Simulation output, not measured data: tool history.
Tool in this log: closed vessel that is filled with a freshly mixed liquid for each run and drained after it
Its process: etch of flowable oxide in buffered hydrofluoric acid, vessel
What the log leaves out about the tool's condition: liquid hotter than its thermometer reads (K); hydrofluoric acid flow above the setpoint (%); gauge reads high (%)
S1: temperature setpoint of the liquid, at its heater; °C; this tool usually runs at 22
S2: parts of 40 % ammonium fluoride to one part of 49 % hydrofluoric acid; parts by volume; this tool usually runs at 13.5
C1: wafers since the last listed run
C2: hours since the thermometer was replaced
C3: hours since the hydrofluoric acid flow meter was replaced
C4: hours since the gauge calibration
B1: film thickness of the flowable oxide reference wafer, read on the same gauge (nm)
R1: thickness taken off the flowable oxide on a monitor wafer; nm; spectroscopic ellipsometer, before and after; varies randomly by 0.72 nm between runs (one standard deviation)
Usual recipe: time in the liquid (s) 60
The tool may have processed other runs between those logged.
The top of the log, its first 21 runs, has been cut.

{"run": 22, "hour": 1512.7, "S1": 22, "S2": 13.5, "time in the liquid (s)": 60, "C1": 8214, "C2": 1056.9, "C3": 235.1, "C4": 3730.9, "B1": 139.97, "R1": 139.02}
{"hour": 1610.7, "done": "thermometer replaced"}
{"hour": 1616.6, "done": "gauge calibrated"}
{"run": 23, "hour": 1747.8, "S1": 22, "S2": 13.5, "time in the liquid (s)": 60, "C1": 21272, "C2": 137.1, "C3": 470.2, "C4": 131.2, "B1": 139.99, "R1": 136.54}
{"run": 24, "hour": 1811.2, "S1": 22, "S2": 13.5, "time in the liquid (s)": 30, "C1": 5761, "C2": 200.5, "C3": 533.6, "C4": 194.6, "B1": 139.98, "R1": 68.8}
{"run": 25, "hour": 1847.5, "S1": 22, "S2": 13.5, "time in the liquid (s)": 35, "C1": 3298, "C2": 236.8, "C3": 569.9, "C4": 230.9, "B1": 140.02, "R1": 81.15}
{"run": 26, "hour": 1912.6, "S1": 22, "S2": 17.5, "time in the liquid (s)": 35, "C1": 5915, "C2": 301.9, "C3": 635, "C4": 296, "B1": 140, "R1": 63.05}
{"hour": 2025.3, "done": "hydrofluoric acid flow meter replaced"}
{"run": 27, "hour": 2085.9, "S1": 25, "S2": 13.5, "time in the liquid (s)": 60, "C1": 15657, "C2": 475.2, "C3": 60.6, "C4": 469.3, "B1": 140, "R1": 163.41}
{"run": 28, "hour": 2128.7, "S1": 22, "S2": 9, "time in the liquid (s)": 75, "C1": 3889, "C2": 518, "C3": 103.4, "C4": 512.1, "B1": 139.99, "R1": 248.55}
{"run": 29, "hour": 2194.7, "S1": 26, "S2": 18, "time in the liquid (s)": 45, "C1": 5997, "C2": 584, "C3": 169.4, "C4": 578.1, "B1": 140.03, "R1": 97.41}
{"run": 30, "hour": 2283.6, "S1": 22, "S2": 13.5, "time in the liquid (s)": 60, "C1": 8078, "C2": 672.9, "C3": 258.3, "C4": 667, "B1": 140, "R1": 138.7}
{"run": 31, "hour": 2323.2, "S1": 24.5, "S2": 13.5, "time in the liquid (s)": 60, "C1": 3598, "C2": 712.5, "C3": 297.9, "C4": 706.6, "B1": 139.99, "R1": 158.02}
{"run": 32, "hour": 2421.6, "S1": 22, "S2": 18, "time in the liquid (s)": 60, "C1": 8941, "C2": 810.9, "C3": 396.3, "C4": 805, "B1": 140.02, "R1": 104.37}

Forecast each of these 5 alternatives for the next run:
{"run": "A", "hour": 2422.3, "S1": 18, "S2": 13.5, "time in the liquid (s)": 60, "C1": 63, "C2": 811.6, "C3": 397, "C4": 805.7, "B1": "?", "R1": "?"}
{"run": "B", "hour": 2422.3, "S1": 22, "S2": 15.5, "time in the liquid (s)": 90, "C1": 63, "C2": 811.6, "C3": 397, "C4": 805.7, "B1": "?", "R1": "?"}
{"run": "C", "hour": 2422.3, "S1": 20.5, "S2": 18.5, "time in the liquid (s)": 45, "C1": 63, "C2": 811.6, "C3": 397, "C4": 805.7, "B1": "?", "R1": "?"}
{"run": "D", "hour": 2422.3, "S1": 22, "S2": 13.5, "time in the liquid (s)": 45, "C1": 63, "C2": 811.6, "C3": 397, "C4": 805.7, "B1": "?", "R1": "?"}
{"run": "E", "hour": 2422.3, "S1": 22, "S2": 16, "time in the liquid (s)": 60, "C1": 63, "C2": 811.6, "C3": 397, "C4": 805.7, "B1": "?", "R1": "?"}

run=A B1=140.02 R1=109.95
run=B B1=140.02 R1=180.18
run=C B1=140.02 R1=69.61
run=D B1=140.02 R1=103.19
run=E B1=140.02 R1=116.43
Without the tool's hidden state the same runs would have given:
run=A R1=109.95
run=B R1=180.18
run=C R1=69.61
run=D R1=103.19
run=E R1=116.43
